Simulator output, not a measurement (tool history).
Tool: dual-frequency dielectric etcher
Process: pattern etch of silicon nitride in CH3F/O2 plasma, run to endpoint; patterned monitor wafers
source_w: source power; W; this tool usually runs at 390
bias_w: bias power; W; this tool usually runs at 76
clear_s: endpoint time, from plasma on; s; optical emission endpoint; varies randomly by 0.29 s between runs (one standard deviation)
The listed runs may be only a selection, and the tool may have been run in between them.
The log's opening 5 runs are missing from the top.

run    hour  source_w  bias_w  incoming incoming film thickness, nm  clear_s
  6   298.7       390      76                                  95.2     97.3
  7   376.1       420      76                                  95.2     95.2
  8   476.1       420      76                                  95.5       95
      533.5  -- wet clean of the chamber
  9   575.9       420      76                                  94.7     95.3
 10     682       340      76                                  95.5    100.5
 11   725.2       340      76                                  94.7       99
 12   769.1       390      76                                  94.1     94.9
 13   809.6       390      76                                  93.3     94.4
      817.5  -- bias power generator calibrated
 14   853.8       390      76                                  94.1     94.9
 15   895.2       460      89                                  94.2     87.6
 16     946       460      94                                  94.8     86.3
      988.2  -- wet clean of the chamber
 17   990.8       340      76                                  95.2    101.2
 18  1096.3       390      76                                  94.1     95.6
 19  1155.8       490      82                                  94.2     88.5
 20  1244.3       440      69                                  96.1     95.9
 21  1304.4       300      59                                  94.8    106.7
     1348.1  -- upper electrode replaced
     1410.1  -- wet clean of the chamber
 22    1412       320      76                                  94.4    100.4
 23  1457.4       470      60                                  94.3     95.6
 24  1559.6       390      76                                  94.3     95.1
 25  1653.9       350      69                                  94.6     99.8
     1702.6  -- source power generator calibrated
 26  1760.6       390      69                                  95.1     97.4
     1849.9  -- wet clean of the chamber
 27  1865.6       340      94                                  93.1     93.3
 28  1971.7       390      76                                  95.5       97
 29  2045.4       470      65                                  94.7     94.8

Forecast run 30:
 30  2110.2       330      60                                  94.2        ?

Logged for run 30: clear_s 104.4 s.
The same run, on a tool lacking any hidden state, would have yielded clear_s 106.3 s.

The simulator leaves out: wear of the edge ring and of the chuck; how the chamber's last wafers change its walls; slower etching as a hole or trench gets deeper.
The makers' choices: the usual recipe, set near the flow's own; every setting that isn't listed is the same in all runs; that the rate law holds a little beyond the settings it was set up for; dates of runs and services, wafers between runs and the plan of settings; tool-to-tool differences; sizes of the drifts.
